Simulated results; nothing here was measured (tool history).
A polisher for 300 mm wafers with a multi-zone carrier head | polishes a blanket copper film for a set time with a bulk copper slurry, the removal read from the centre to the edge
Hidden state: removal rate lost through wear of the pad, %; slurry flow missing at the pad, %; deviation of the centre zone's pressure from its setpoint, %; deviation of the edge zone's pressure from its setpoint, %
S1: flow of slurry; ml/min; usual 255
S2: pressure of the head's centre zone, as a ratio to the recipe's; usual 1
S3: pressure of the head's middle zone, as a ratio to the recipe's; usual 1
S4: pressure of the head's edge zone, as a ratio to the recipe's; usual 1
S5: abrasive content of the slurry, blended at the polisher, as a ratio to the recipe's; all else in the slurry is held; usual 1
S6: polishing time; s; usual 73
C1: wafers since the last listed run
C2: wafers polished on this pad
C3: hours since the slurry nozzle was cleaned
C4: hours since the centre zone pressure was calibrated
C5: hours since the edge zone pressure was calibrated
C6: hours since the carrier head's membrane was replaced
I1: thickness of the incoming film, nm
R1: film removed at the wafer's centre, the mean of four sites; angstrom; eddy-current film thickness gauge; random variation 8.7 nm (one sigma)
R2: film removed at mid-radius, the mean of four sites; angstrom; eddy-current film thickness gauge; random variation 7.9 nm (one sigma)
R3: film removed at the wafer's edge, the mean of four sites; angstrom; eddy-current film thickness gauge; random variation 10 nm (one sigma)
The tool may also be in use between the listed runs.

{"run": 1, "hour": 0.0, "S1": 255, "S2": 1, "S3": 1, "S4": 1, "S5": 0.75, "S6": 84, "C1": 0, "C2": 3695, "C3": 575.4, "C4": 35.3, "C5": 155.4, "C6": 1704.4, "I1": 3952.1, "R1": 9408, "R2": 9569, "R3": 9378}
{"run": 2, "hour": 66.9, "S1": 255, "S2": 1, "S3": 1, "S4": 1, "S5": 1, "S6": 73, "C1": 692, "C2": 4387, "C3": 642.3, "C4": 102.2, "C5": 222.3, "C6": 1771.3, "I1": 3993, "R1": 8710, "R2": 8780, "R3": 8543}
{"hour": 77.0, "done": "slurry nozzle cleaned"}
{"hour": 94.9, "done": "worn pad replaced by a new one"}
{"run": 3, "hour": 100.9, "S1": 255, "S2": 1.09, "S3": 1.1, "S4": 1, "S5": 0.85, "S6": 73, "C1": 300, "C2": 61, "C3": 23.9, "C4": 136.2, "C5": 256.3, "C6": 1805.3, "I1": 3932.4, "R1": 8983, "R2": 9025, "R3": 8372}
{"hour": 145.4, "done": "carrier head's membrane replaced by a new one"}
{"run": 4, "hour": 165.2, "S1": 255, "S2": 0.93, "S3": 1, "S4": 0.88, "S5": 1, "S6": 57, "C1": 613, "C2": 675, "C3": 88.2, "C4": 200.5, "C5": 320.6, "C6": 19.8, "I1": 3973.7, "R1": 6345, "R2": 6912, "R3": 6443}
{"run": 5, "hour": 207.0, "S1": 205, "S2": 0.93, "S3": 1.07, "S4": 1, "S5": 1, "S6": 81, "C1": 432, "C2": 1108, "C3": 130, "C4": 242.3, "C5": 362.4, "C6": 61.6, "I1": 4015.8, "R1": 8844, "R2": 9916, "R3": 9364}
{"run": 6, "hour": 275.9, "S1": 170, "S2": 0.94, "S3": 0.97, "S4": 1, "S5": 1, "S6": 73, "C1": 713, "C2": 1821, "C3": 198.9, "C4": 311.2, "C5": 431.3, "C6": 130.5, "I1": 3978.9, "R1": 8066, "R2": 8212, "R3": 8533}
{"run": 7, "hour": 326.6, "S1": 255, "S2": 1.03, "S3": 1, "S4": 0.96, "S5": 1, "S6": 62, "C1": 524, "C2": 2346, "C3": 249.6, "C4": 361.9, "C5": 482, "C6": 181.2, "I1": 4037.9, "R1": 7581, "R2": 7531, "R3": 7367}
{"run": 8, "hour": 359.0, "S1": 170, "S2": 1.11, "S3": 0.94, "S4": 1, "S5": 1, "S6": 73, "C1": 335, "C2": 2681, "C3": 282, "C4": 394.3, "C5": 514.4, "C6": 213.6, "I1": 4049.4, "R1": 9176, "R2": 8162, "R3": 8477}
{"run": 9, "hour": 410.9, "S1": 255, "S2": 0.95, "S3": 0.97, "S4": 1, "S5": 1, "S6": 73, "C1": 537, "C2": 3218, "C3": 333.9, "C4": 446.2, "C5": 566.3, "C6": 265.5, "I1": 4040.2, "R1": 8262, "R2": 8644, "R3": 8707}
{"run": 10, "hour": 472.1, "S1": 255, "S2": 1.09, "S3": 1, "S4": 1, "S5": 0.9, "S6": 73, "C1": 633, "C2": 3851, "C3": 395.1, "C4": 507.4, "C5": 627.5, "C6": 326.7, "I1": 3937, "R1": 8970, "R2": 8638, "R3": 8503}
{"hour": 485.9, "done": "edge zone pressure recalibrated"}
{"run": 11, "hour": 514.0, "S1": 255, "S2": 0.96, "S3": 1, "S4": 1, "S5": 1, "S6": 73, "C1": 412, "C2": 4264, "C3": 437, "C4": 549.3, "C5": 28.1, "C6": 368.6, "I1": 4000.4, "R1": 8340, "R2": 8874, "R3": 8748}
{"hour": 547.5, "done": "worn pad replaced by a new one"}
{"run": 12, "hour": 565.3, "S1": 255, "S2": 1, "S3": 1.08, "S4": 0.91, "S5": 1, "S6": 56, "C1": 489, "C2": 183, "C3": 488.3, "C4": 600.6, "C5": 79.4, "C6": 419.9, "I1": 3947.7, "R1": 6484, "R2": 7021, "R3": 6427}
{"run": 13, "hour": 608.8, "S1": 255, "S2": 1, "S3": 1, "S4": 0.95, "S5": 1, "S6": 73, "C1": 450, "C2": 634, "C3": 531.8, "C4": 644.1, "C5": 122.9, "C6": 463.4, "I1": 3923.2, "R1": 8513, "R2": 8803, "R3": 8558}
{"run": 14, "hour": 661.7, "S1": 255, "S2": 1, "S3": 1, "S4": 0.97, "S5": 1, "S6": 73, "C1": 547, "C2": 1181, "C3": 584.7, "C4": 697, "C5": 175.8, "C6": 516.3, "I1": 4000.3, "R1": 8497, "R2": 8862, "R3": 8623}
{"run": 15, "hour": 710.0, "S1": 285, "S2": 1, "S3": 1, "S4": 1, "S5": 0.7, "S6": 73, "C1": 499, "C2": 1681, "C3": 633, "C4": 745.3, "C5": 224.1, "C6": 564.6, "I1": 3965.4, "R1": 7871, "R2": 8254, "R3": 8073}

Forecast run 16:
{"run": 16, "hour": 770.8, "S1": 255, "S2": 1, "S3": 1, "S4": 1, "S5": 1, "S6": 73, "C1": 629, "C2": 2310, "C3": 693.8, "C4": 806.1, "C5": 284.9, "C6": 625.4, "I1": 4033.4, "R1": "?", "R2": "?", "R3": "?"}

{"run 16": {"R1": 8248, "R2": 8976, "R3": 8713}}
Without the tool's hidden state the same run would have given R1 8542 angstrom, R2 8974 angstrom, R3 8713 angstrom.
